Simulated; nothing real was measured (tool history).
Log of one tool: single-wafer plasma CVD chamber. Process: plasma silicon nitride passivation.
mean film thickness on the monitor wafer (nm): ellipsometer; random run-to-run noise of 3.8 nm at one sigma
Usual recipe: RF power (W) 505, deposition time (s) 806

run	hour	RF power (W)	deposition time (s)	read-back reference wafer on the same gauge, thickness_nm	mean film thickness on the monitor wafer (nm)
1	0	505	806	1049.407	1234.366
2	55.1	505	806	1049.054	1236.166
3	121.4	505	806	1049.453	1236.576
4	190.5	535	766	1051.331	1190.94
5	284.4	535	766	1052.203	1192.223
6	328	545	696	1050.032	1082.708
7	407.4	505	741	1049.438	1136.394
8	471.1	505	741	1049.843	1133.775
9	577	505	806	1050.23	1227.456
10	675.3	540	806	1050.918	1248.55
# hour 699.2: showerhead replaced
# hour 903.7: gauge calibrated
11	983.7	455	806	1049.385	1207.412
# hour 1001.3: RF generator calibrated
12	1082.9	600	918	1050.77	1480.98
13	1183.2	505	658	1048.879	1015.986
14	1220.4	425	806	1048.899	1203.186
15	1316.1	505	915	1050.579	1406.447
16	1387.8	415	955	1050.658	1418.339
17	1446.9	505	806	1049.679	1237.995

Selected run-to-run steps in mean film thickness on the monitor wafer (nm), each split into two signed amounts: the part the tool would show with no hidden state at all (from settings, incoming material and random variation), and the remainder, which goes to the hidden state together with any gauge scatter not common to the measured and the hidden-state-free results:
Hidden state at play: delivered RF power above the setpoint (%); gauge reads high (%).
Run 11 -> 12: RF power (W) 455 -> 600, deposition time (s) 806 -> 918, RF generator calibrated. mean film thickness on the monitor wafer (nm) +273.568: hidden state +13.31, all else +260.258.
Run 12 -> 13: RF power (W) 600 -> 505, deposition time (s) 918 -> 658. mean film thickness on the monitor wafer (nm) -464.994: hidden state -0.894, all else -464.1.

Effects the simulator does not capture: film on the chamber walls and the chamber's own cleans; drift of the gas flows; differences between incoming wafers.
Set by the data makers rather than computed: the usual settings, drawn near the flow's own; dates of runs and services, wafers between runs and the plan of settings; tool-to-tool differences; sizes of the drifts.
